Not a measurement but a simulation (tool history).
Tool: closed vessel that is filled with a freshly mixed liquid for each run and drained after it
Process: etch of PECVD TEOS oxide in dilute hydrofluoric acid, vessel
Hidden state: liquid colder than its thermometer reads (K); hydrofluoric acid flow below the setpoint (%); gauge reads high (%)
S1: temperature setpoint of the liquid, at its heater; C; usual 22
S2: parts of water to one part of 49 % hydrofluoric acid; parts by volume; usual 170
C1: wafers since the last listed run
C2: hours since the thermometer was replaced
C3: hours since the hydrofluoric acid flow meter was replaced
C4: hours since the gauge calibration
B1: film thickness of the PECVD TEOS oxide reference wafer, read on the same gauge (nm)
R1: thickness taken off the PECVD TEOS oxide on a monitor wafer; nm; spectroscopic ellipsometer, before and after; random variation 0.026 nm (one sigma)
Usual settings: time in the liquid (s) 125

{"run": 1, "hour": 0.0, "S1": 22, "S2": 170, "time in the liquid (s)": 125, "C1": 0, "C2": 1369.3, "C3": 1504.6, "C4": 74.9, "B1": 130, "R1": 7.19}
{"run": 2, "hour": 16.6, "S1": 22, "S2": 170, "time in the liquid (s)": 125, "C1": 2055, "C2": 1385.9, "C3": 1521.2, "C4": 91.5, "B1": 129.99, "R1": 7.2}
{"run": 3, "hour": 28.7, "S1": 22, "S2": 170, "time in the liquid (s)": 125, "C1": 1498, "C2": 1398, "C3": 1533.3, "C4": 103.6, "B1": 130, "R1": 7.19}
{"run": 4, "hour": 44.3, "S1": 22, "S2": 205, "time in the liquid (s)": 125, "C1": 1931, "C2": 1413.6, "C3": 1548.9, "C4": 119.2, "B1": 129.99, "R1": 5.77}
{"run": 5, "hour": 77.0, "S1": 22, "S2": 170, "time in the liquid (s)": 125, "C1": 4048, "C2": 1446.3, "C3": 1581.6, "C4": 151.9, "B1": 130, "R1": 7.23}
{"run": 6, "hour": 99.4, "S1": 24, "S2": 170, "time in the liquid (s)": 180, "C1": 2773, "C2": 1468.7, "C3": 1604, "C4": 174.3, "B1": 130.01, "R1": 11.18}
{"run": 7, "hour": 115.1, "S1": 24.5, "S2": 170, "time in the liquid (s)": 80, "C1": 1943, "C2": 1484.4, "C3": 1619.7, "C4": 190, "B1": 130.01, "R1": 5.05}
{"run": 8, "hour": 141.2, "S1": 24.5, "S2": 170, "time in the liquid (s)": 80, "C1": 3231, "C2": 1510.5, "C3": 1645.8, "C4": 216.1, "B1": 129.99, "R1": 5.06}
{"run": 9, "hour": 162.7, "S1": 24.5, "S2": 170, "time in the liquid (s)": 80, "C1": 2662, "C2": 1532, "C3": 1667.3, "C4": 237.6, "B1": 129.99, "R1": 5.08}
{"run": 10, "hour": 175.9, "S1": 22, "S2": 170, "time in the liquid (s)": 65, "C1": 1634, "C2": 1545.2, "C3": 1680.5, "C4": 250.8, "B1": 129.99, "R1": 3.73}
{"run": 11, "hour": 204.9, "S1": 22, "S2": 170, "time in the liquid (s)": 65, "C1": 3590, "C2": 1574.2, "C3": 1709.5, "C4": 279.8, "B1": 130.01, "R1": 3.71}
{"run": 12, "hour": 235.9, "S1": 22, "S2": 170, "time in the liquid (s)": 65, "C1": 3838, "C2": 1605.2, "C3": 1740.5, "C4": 310.8, "B1": 129.99, "R1": 3.72}
{"run": 13, "hour": 252.0, "S1": 22, "S2": 110, "time in the liquid (s)": 125, "C1": 1993, "C2": 1621.3, "C3": 1756.6, "C4": 326.9, "B1": 129.97, "R1": 11.84}
{"run": 14, "hour": 269.4, "S1": 22, "S2": 110, "time in the liquid (s)": 125, "C1": 2154, "C2": 1638.7, "C3": 1774, "C4": 344.3, "B1": 129.99, "R1": 11.89}
{"hour": 280.9, "done": "hydrofluoric acid flow meter replaced"}
{"hour": 297.0, "done": "thermometer replaced"}
{"run": 15, "hour": 297.5, "S1": 22, "S2": 110, "time in the liquid (s)": 125, "C1": 3231, "C2": 0.5, "C3": 16.6, "C4": 372.4, "B1": 130, "R1": 12.22}
{"run": 16, "hour": 317.3, "S1": 22, "S2": 170, "time in the liquid (s)": 60, "C1": 2451, "C2": 20.3, "C3": 36.4, "C4": 392.2, "B1": 129.99, "R1": 3.58}
{"run": 17, "hour": 336.9, "S1": 20.5, "S2": 210, "time in the liquid (s)": 90, "C1": 2426, "C2": 39.9, "C3": 56, "C4": 411.8, "B1": 130, "R1": 3.93}
{"run": 18, "hour": 351.0, "S1": 18, "S2": 145, "time in the liquid (s)": 65, "C1": 1745, "C2": 54, "C3": 70.1, "C4": 425.9, "B1": 130, "R1": 3.94}
{"run": 19, "hour": 366.0, "S1": 22, "S2": 135, "time in the liquid (s)": 125, "C1": 1857, "C2": 69, "C3": 85.1, "C4": 440.9, "B1": 130.01, "R1": 9.75}
{"run": 20, "hour": 398.4, "S1": 18, "S2": 100, "time in the liquid (s)": 55, "C1": 4011, "C2": 101.4, "C3": 117.5, "C4": 473.3, "B1": 130, "R1": 5.13}
{"run": 21, "hour": 444.5, "S1": 24.5, "S2": 105, "time in the liquid (s)": 125, "C1": 5707, "C2": 147.5, "C3": 163.6, "C4": 519.4, "B1": 130, "R1": 14.19}
{"run": 22, "hour": 467.6, "S1": 22, "S2": 170, "time in the liquid (s)": 125, "C1": 2860, "C2": 170.6, "C3": 186.7, "C4": 542.5, "B1": 130, "R1": 7.45}
{"run": 23, "hour": 496.4, "S1": 27, "S2": 250, "time in the liquid (s)": 75, "C1": 3565, "C2": 199.4, "C3": 215.5, "C4": 571.3, "B1": 129.99, "R1": 3.34}
{"run": 24, "hour": 516.5, "S1": 22, "S2": 170, "time in the liquid (s)": 125, "C1": 2488, "C2": 219.5, "C3": 235.6, "C4": 591.4, "B1": 129.99, "R1": 7.44}
{"run": 25, "hour": 528.5, "S1": 22, "S2": 170, "time in the liquid (s)": 125, "C1": 1485, "C2": 231.5, "C3": 247.6, "C4": 603.4, "B1": 130.01, "R1": 7.39}
{"run": 26, "hour": 545.7, "S1": 25.5, "S2": 170, "time in the liquid (s)": 125, "C1": 2129, "C2": 248.7, "C3": 264.8, "C4": 620.6, "B1": 130, "R1": 8.42}
{"run": 27, "hour": 570.2, "S1": 22, "S2": 195, "time in the liquid (s)": 175, "C1": 3033, "C2": 273.2, "C3": 289.3, "C4": 645.1, "B1": 130.01, "R1": 8.82}
{"run": 28, "hour": 584.8, "S1": 20, "S2": 100, "time in the liquid (s)": 95, "C1": 1807, "C2": 287.8, "C3": 303.9, "C4": 659.7, "B1": 130.01, "R1": 9.58}
{"run": 29, "hour": 602.8, "S1": 22, "S2": 95, "time in the liquid (s)": 125, "C1": 2228, "C2": 305.8, "C3": 321.9, "C4": 677.7, "B1": 129.98, "R1": 14.34}
{"hour": 616.9, "done": "gauge calibrated"}
{"run": 30, "hour": 617.0, "S1": 18, "S2": 145, "time in the liquid (s)": 65, "C1": 1758, "C2": 320, "C3": 336.1, "C4": 0.1, "B1": 129.99, "R1": 3.95}
{"run": 31, "hour": 716.8, "S1": 23.5, "S2": 170, "time in the liquid (s)": 150, "C1": 12356, "C2": 419.8, "C3": 435.9, "C4": 99.9, "B1": 130.01, "R1": 9.34}
{"run": 32, "hour": 811.5, "S1": 24, "S2": 145, "time in the liquid (s)": 55, "C1": 11725, "C2": 514.5, "C3": 530.6, "C4": 194.6, "B1": 130.01, "R1": 4.21}
{"run": 33, "hour": 833.5, "S1": 27, "S2": 170, "time in the liquid (s)": 85, "C1": 2723, "C2": 536.5, "C3": 552.6, "C4": 216.6, "B1": 129.97, "R1": 6.08}
{"run": 34, "hour": 845.9, "S1": 22, "S2": 170, "time in the liquid (s)": 125, "C1": 1535, "C2": 548.9, "C3": 565, "C4": 229, "B1": 130, "R1": 7.39}

The same runs without the tool's hidden state, with the same run-to-run variation:
run=1 R1=7.43
run=2 R1=7.44
run=3 R1=7.44
run=4 R1=5.97
run=5 R1=7.48
run=6 R1=11.58
run=7 R1=5.23
run=8 R1=5.24
run=9 R1=5.26
run=10 R1=3.86
run=11 R1=3.85
run=12 R1=3.86
run=13 R1=12.27
run=14 R1=12.33
run=15 R1=12.23
run=16 R1=3.59
run=17 R1=3.94
run=18 R1=3.95
run=19 R1=9.78
run=20 R1=5.14
run=21 R1=14.24
run=22 R1=7.49
run=23 R1=3.35
run=24 R1=7.48
run=25 R1=7.43
run=26 R1=8.47
run=27 R1=8.88
run=28 R1=9.64
run=29 R1=14.43
run=30 R1=3.98
run=31 R1=9.42
run=32 R1=4.26
run=33 R1=6.14
run=34 R1=7.47

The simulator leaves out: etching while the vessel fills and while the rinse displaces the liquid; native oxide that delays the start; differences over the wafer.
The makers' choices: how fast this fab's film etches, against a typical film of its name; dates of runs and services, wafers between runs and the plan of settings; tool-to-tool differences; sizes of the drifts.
